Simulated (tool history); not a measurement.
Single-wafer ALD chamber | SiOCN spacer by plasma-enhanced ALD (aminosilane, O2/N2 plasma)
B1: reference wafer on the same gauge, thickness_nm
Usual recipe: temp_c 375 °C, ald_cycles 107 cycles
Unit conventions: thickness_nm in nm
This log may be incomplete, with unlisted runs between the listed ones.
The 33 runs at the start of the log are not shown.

Run 34, hour 3070.6: usual settings; B1 8.758. Result: thickness_nm 7.307 nm.
Run 35, hour 3140.8: usual settings; B1 8.767. Result: thickness_nm 7.329 nm.
Run 36, hour 3230.3: usual settings; B1 8.759. Result: thickness_nm 7.304 nm.
Run 37, hour 3321.9: usual settings but ald_cycles 96 cycles; B1 8.758. Result: thickness_nm 6.596 nm.
Run 38, hour 3389.3: usual settings but temp_c 371 °C, ald_cycles 89 cycles; B1 8.754. Result: thickness_nm 6.102 nm.
Run 39, hour 3482.2: usual settings but temp_c 367 °C, ald_cycles 116 cycles; B1 8.758. Result: thickness_nm 7.948 nm.
Run 40, hour 3573: usual settings but temp_c 363 °C, ald_cycles 86 cycles; B1 8.762. Result: thickness_nm 5.928 nm.
Run 41, hour 3644.9: usual settings but temp_c 361 °C, ald_cycles 98 cycles; B1 8.757. Result: thickness_nm 6.742 nm.
Run 42, hour 3722: usual settings; B1 8.76. Result: thickness_nm 7.33 nm.
Run 43, hour 3782.7: usual settings but ald_cycles 86 cycles; B1 8.76. Result: thickness_nm 5.882 nm.
Run 44, hour 3881.8: usual settings; B1 8.753. Result: thickness_nm 7.322 nm.
Run 45, hour 3957.2: usual settings but temp_c 379 °C, ald_cycles 93 cycles; B1 8.761. Result: thickness_nm 6.41 nm.
Run 46, hour 4036.5: usual settings but temp_c 387 °C, ald_cycles 118 cycles; B1 8.758. Result: thickness_nm 8.113 nm.

Below are 5 alternative next runs, each starting from the tool's condition after run 46. Predict each:
Run A, hour 4037.1: usual settings; B1 ?. Result: thickness_nm ?.
Run B, hour 4037.1: usual settings but temp_c 369 °C, ald_cycles 95 cycles; B1 ?. Result: thickness_nm ?.
Run C, hour 4037.1: usual settings but temp_c 387 °C, ald_cycles 126 cycles; B1 ?. Result: thickness_nm ?.
Run D, hour 4037.1: usual settings but temp_c 369 °C, ald_cycles 87 cycles; B1 ?. Result: thickness_nm ?.
Run E, hour 4037.1: usual settings but temp_c 360 °C, ald_cycles 113 cycles; B1 ?. Result: thickness_nm ?.

run     B1  thickness_nm
  A  8.764         7.325
  B  8.764         6.503
  C  8.764         8.625
  D  8.764         5.956
  E  8.764         7.735
Stripped of hidden state, with their random variation kept, the same runs would have yielded:
run  thickness_nm
  A         7.325
  B         6.503
  C         8.625
  D         5.956
  E         7.735
